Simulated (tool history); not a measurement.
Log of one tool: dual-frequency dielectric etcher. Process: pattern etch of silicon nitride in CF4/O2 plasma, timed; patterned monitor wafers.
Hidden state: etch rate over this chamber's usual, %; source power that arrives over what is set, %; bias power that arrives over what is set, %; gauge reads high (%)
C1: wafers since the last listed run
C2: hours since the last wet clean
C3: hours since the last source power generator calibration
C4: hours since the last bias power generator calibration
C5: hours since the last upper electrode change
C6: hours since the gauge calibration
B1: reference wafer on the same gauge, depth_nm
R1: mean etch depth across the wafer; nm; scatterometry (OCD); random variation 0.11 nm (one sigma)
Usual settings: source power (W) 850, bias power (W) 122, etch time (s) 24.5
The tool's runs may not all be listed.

run 1 hour=0.0 | source_power_(W)=850 bias_power_(W)=122 etch_time_(s)=30.0 | C1=0 C2=408.0 C3=4195.1 C4=3676.1 C5=3797.3 C6=222.6 | B1=78.2 | R1=91.2
run 2 hour=68.4 | source_power_(W)=850 bias_power_(W)=122 etch_time_(s)=30.0 | C1=714 C2=476.4 C3=4263.5 C4=3744.5 C5=3865.7 C6=291.0 | B1=78.2 | R1=91.8
run 3 hour=86.1 | source_power_(W)=960 bias_power_(W)=122 etch_time_(s)=24.5 | C1=184 C2=494.1 C3=4281.2 C4=3762.2 C5=3883.4 C6=308.7 | B1=78.2 | R1=82.9
run 4 hour=108.8 | source_power_(W)=960 bias_power_(W)=122 etch_time_(s)=24.5 | C1=237 C2=516.8 C3=4303.9 C4=3784.9 C5=3906.1 C6=331.4 | B1=78.2 | R1=82.9
run 5 hour=121.1 | source_power_(W)=850 bias_power_(W)=122 etch_time_(s)=24.5 | C1=128 C2=529.1 C3=4316.2 C4=3797.2 C5=3918.4 C6=343.7 | B1=78.2 | R1=75.1
run 6 hour=133.6 | source_power_(W)=850 bias_power_(W)=122 etch_time_(s)=24.5 | C1=130 C2=541.6 C3=4328.7 C4=3809.7 C5=3930.9 C6=356.2 | B1=78.2 | R1=75.1
run 7 hour=147.9 | source_power_(W)=850 bias_power_(W)=122 etch_time_(s)=24.5 | C1=149 C2=555.9 C3=4343.0 C4=3824.0 C5=3945.2 C6=370.5 | B1=78.2 | R1=75.0
run 8 hour=181.6 | source_power_(W)=850 bias_power_(W)=122 etch_time_(s)=24.5 | C1=351 C2=589.6 C3=4376.7 C4=3857.7 C5=3978.9 C6=404.2 | B1=78.2 | R1=75.1
-- hour=188.8 gauge calibrated
-- hour=224.0 wet clean of the chamber
run 9 hour=224.5 | source_power_(W)=850 bias_power_(W)=122 etch_time_(s)=24.5 | C1=197 C2=0.5 C3=4419.6 C4=3900.6 C5=4021.8 C6=35.7 | B1=78.2 | R1=73.7
run 10 hour=224.8 | source_power_(W)=660 bias_power_(W)=130 etch_time_(s)=18.5 | C1=3 C2=0.8 C3=4419.9 C4=3900.9 C5=4022.1 C6=36.0 | B1=78.2 | R1=46.0
run 11 hour=250.9 | source_power_(W)=770 bias_power_(W)=105 etch_time_(s)=19.5 | C1=272 C2=26.9 C3=4446.0 C4=3927.0 C5=4048.2 C6=62.1 | B1=78.2 | R1=52.3
-- hour=283.0 bias power generator calibrated
-- hour=297.2 upper electrode replaced
run 12 hour=297.7 | source_power_(W)=1010 bias_power_(W)=99 etch_time_(s)=17.0 | C1=298 C2=73.7 C3=4492.8 C4=14.7 C5=0.5 C6=108.9 | B1=78.2 | R1=56.7
-- hour=306.8 source power generator calibrated
run 13 hour=308.7 | source_power_(W)=730 bias_power_(W)=104 etch_time_(s)=24.5 | C1=73 C2=84.7 C3=1.9 C4=25.7 C5=11.5 C6=119.9 | B1=78.2 | R1=62.9
run 14 hour=322.4 | source_power_(W)=660 bias_power_(W)=146 etch_time_(s)=30.5 | C1=143 C2=98.4 C3=15.6 C4=39.4 C5=25.2 C6=133.6 | B1=78.2 | R1=78.6
run 15 hour=342.2 | source_power_(W)=850 bias_power_(W)=122 etch_time_(s)=24.5 | C1=206 C2=118.2 C3=35.4 C4=59.2 C5=45.0 C6=153.4 | B1=78.2 | R1=74.3
run 16 hour=359.2 | source_power_(W)=850 bias_power_(W)=122 etch_time_(s)=28.5 | C1=177 C2=135.2 C3=52.4 C4=76.2 C5=62.0 C6=170.4 | B1=78.1 | R1=86.3
run 17 hour=385.2 | source_power_(W)=990 bias_power_(W)=122 etch_time_(s)=27.0 | C1=271 C2=161.2 C3=78.4 C4=102.2 C5=88.0 C6=196.4 | B1=78.2 | R1=93.0
run 18 hour=398.0 | source_power_(W)=850 bias_power_(W)=122 etch_time_(s)=24.5 | C1=133 C2=174.0 C3=91.2 C4=115.0 C5=100.8 C6=209.2 | B1=78.2 | R1=74.2
run 19 hour=412.3 | source_power_(W)=850 bias_power_(W)=122 etch_time_(s)=24.5 | C1=149 C2=188.3 C3=105.5 C4=129.3 C5=115.1 C6=223.5 | B1=78.2 | R1=74.1

Forecast each of these 4 alternatives for the next run:
run A hour=412.7 | source_power_(W)=850 bias_power_(W)=138 etch_time_(s)=24.5 | C1=4 C2=188.7 C3=105.9 C4=129.7 C5=115.5 C6=223.9 | B1=? | R1=?
run B hour=412.7 | source_power_(W)=660 bias_power_(W)=122 etch_time_(s)=24.5 | C1=4 C2=188.7 C3=105.9 C4=129.7 C5=115.5 C6=223.9 | B1=? | R1=?
run C hour=412.7 | source_power_(W)=920 bias_power_(W)=102 etch_time_(s)=24.5 | C1=4 C2=188.7 C3=105.9 C4=129.7 C5=115.5 C6=223.9 | B1=? | R1=?
run D hour=412.7 | source_power_(W)=1060 bias_power_(W)=122 etch_time_(s)=29.5 | C1=4 C2=188.7 C3=105.9 C4=129.7 C5=115.5 C6=223.9 | B1=? | R1=?

run=A B1=78.2 R1=76.6
run=B B1=78.2 R1=60.3
run=C B1=78.2 R1=76.2
run=D B1=78.2 R1=107.6
Without the tool's hidden state the same runs would have given:
run=A R1=76.2
run=B R1=60.0
run=C R1=75.8
run=D R1=107.1

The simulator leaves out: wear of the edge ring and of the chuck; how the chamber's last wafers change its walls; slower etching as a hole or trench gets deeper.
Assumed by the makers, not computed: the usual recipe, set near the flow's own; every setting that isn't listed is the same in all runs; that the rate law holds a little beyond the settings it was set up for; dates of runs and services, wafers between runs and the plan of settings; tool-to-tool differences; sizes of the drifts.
